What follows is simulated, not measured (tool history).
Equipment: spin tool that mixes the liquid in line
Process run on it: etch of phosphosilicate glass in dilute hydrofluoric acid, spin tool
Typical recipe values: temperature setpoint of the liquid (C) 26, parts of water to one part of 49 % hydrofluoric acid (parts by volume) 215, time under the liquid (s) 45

run   hour  temperature setpoint of the liquid (C)  parts of water to one part of 49 % hydrofluoric acid (parts by volume)  time under the liquid (s)  wafers since the last listed run  hours since the thermometer was replaced  hours since the hydrofluoric acid flow meter was replaced  hours since the gauge calibration  read-back film thickness of the phosphosilicate glass reference wafer, read on the same gauge (nm)  thickness taken off the phosphosilicate glass on a monitor wafer (nm)
  1      0                                      28                                                                     215                         55                                 0                                      79.8                                                      648.3                              470.1                                                                                               29.98                                                                  23.45
  2   94.2                                      28                                                                     215                         55                              1275                                       174                                                      742.5                              564.3                                                                                               30.04                                                                  22.99
  3  160.6                                      26                                                                     280                         45                               899                                     240.4                                                      808.9                              630.7                                                                                               29.98                                                                  12.54
  4  366.3                                      26                                                                     245                         60                              2785                                     446.1                                                     1014.6                              836.4                                                                                                  30                                                                  19.64
  5  472.4                                      26                                                                     245                         60                              1436                                     552.2                                                     1120.7                              942.5                                                                                               29.99                                                                  19.35
     540.5  -- gauge calibrated
  6  556.9                                      26                                                                     295                         45                              1144                                     636.7                                                     1205.2                               16.4                                                                                               29.97                                                                  11.27
  7  619.6                                      26                                                                     295                         45                               849                                     699.4                                                     1267.9                               79.1                                                                                               29.96                                                                  11.22
  8  660.6                                      31                                                                     265                         65                               555                                     740.4                                                     1308.9                              120.1                                                                                               29.98                                                                  21.73
     678.8  -- hydrofluoric acid flow meter replaced
  9  701.5                                    27.5                                                                     215                         55                               540                                     781.3                                                       22.7                                161                                                                                               30.04                                                                  22.74

Expected results for the next run?
     726.6  -- thermometer replaced
 10  741.3                                      26                                                                     215                         45                               525                                      14.7                                                       62.5                              200.8                                                                                                   ?                                                                      ?

read-back film thickness of the phosphosilicate glass reference wafer, read on the same gauge (nm): 29.98
thickness taken off the phosphosilicate glass on a monitor wafer (nm): 18.34
Without the tool's hidden state the same run would have given thickness taken off the phosphosilicate glass on a monitor wafer (nm) 18.5.
